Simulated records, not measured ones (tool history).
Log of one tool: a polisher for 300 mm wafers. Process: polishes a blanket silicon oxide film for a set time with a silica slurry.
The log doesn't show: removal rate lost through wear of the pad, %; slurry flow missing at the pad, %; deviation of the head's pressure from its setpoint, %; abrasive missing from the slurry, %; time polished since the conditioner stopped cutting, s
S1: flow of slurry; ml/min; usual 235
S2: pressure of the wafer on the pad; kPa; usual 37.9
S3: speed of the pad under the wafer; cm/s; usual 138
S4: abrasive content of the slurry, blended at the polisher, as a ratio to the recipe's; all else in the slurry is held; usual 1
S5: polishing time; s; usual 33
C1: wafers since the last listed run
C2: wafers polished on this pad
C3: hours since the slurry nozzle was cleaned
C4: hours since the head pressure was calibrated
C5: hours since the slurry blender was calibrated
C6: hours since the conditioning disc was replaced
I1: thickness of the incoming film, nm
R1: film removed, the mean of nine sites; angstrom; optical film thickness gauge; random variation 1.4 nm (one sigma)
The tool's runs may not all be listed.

run    hour   S1    S2   S3   S4  S5    C1    C2     C3     C4     C5     C6      I1    R1
  1       0  235  37.9  138    1  33     0  2622    242  238.5  164.5   93.8    1510  1931
      129.3  -- worn pad replaced by a new one
      195.2  -- conditioning disc replaced and pad reconditioned
  2   211.3  235  37.9  138    1  33  2765  1077  453.3  449.8  375.8   16.1  1487.2  1922
      282.2  -- slurry blender recalibrated
  3   340.1  235  37.9  138    1  33  1708  2785  582.1  578.6   57.9  144.9    1496  1907
      367.8  -- slurry nozzle cleaned
  4   391.6  235  37.9  138    1  41   680  3466   23.8  630.1  109.4  196.4  1510.9  2371
  5   432.1  235  37.9  138    1  41   545  4011   64.3  670.6  149.9  236.9  1479.2  2365
        440  -- worn pad replaced by a new one
      462.2  -- head pressure recalibrated
  6     491  235  37.9  138    1  41   712   659  123.2   28.8  208.8  295.8  1491.7  2388
      502.1  -- conditioning disc replaced and pad reconditioned
  7     562  235  37.9  138    1  29   929  1589  194.2   99.8  279.8   59.9  1457.3  1682
  8   628.5  235  37.9  138    1  29   895  2485  260.7  166.3  346.3  126.4  1474.3  1663
  9   679.8  235  37.9  138    1  29   691  3176    312  217.6  397.6  177.7  1474.3  1698
 10   725.1  235    29  138    1  33   610  3786  357.3  262.9  442.9    223  1489.7  1469
      746.4  -- worn pad replaced by a new one
 11   760.7  235    29  138    1  33   425   192  392.9  298.5  478.5  258.6  1495.6  1466
      772.4  -- slurry blender recalibrated
 12     807  235  26.2  138    1  33   596   789  439.2  344.8   34.6  304.9  1481.4  1338
      818.7  -- conditioning disc replaced and pad reconditioned
 13   870.8  235  33.1  158    1  33   832  1621    503  408.6   98.4   52.1  1467.7  1856
 14   909.4  235  25.5  138  0.7  33   519  2141  541.6  447.2    137   90.7  1488.9  1163
 15   961.7  255  49.6  170    1  33   704  2846  593.9  499.5  189.3    143    1503  2996
 16  1012.2  235  31.7  138    1  38   680  3526  644.4    550  239.8  193.5  1489.1  1865
     1028.4  -- worn pad replaced by a new one
     1059.4  -- slurry nozzle cleaned
     1139.4  -- conditioning disc replaced and pad reconditioned
 17  1140.8  235  37.9  138    1  33  1638  1474   81.4  678.6  368.4    1.4  1480.5  1926

The next listed run, before its measurement:
     1183.8  -- head pressure recalibrated
 18  1202  235  37.9  138  0.7  33  797  2271  142.6  18.2  429.6  62.6  1503.5   ?

R1: 1741 angstrom
Without the tool's hidden state the same run would have given R1 1741 angstrom.

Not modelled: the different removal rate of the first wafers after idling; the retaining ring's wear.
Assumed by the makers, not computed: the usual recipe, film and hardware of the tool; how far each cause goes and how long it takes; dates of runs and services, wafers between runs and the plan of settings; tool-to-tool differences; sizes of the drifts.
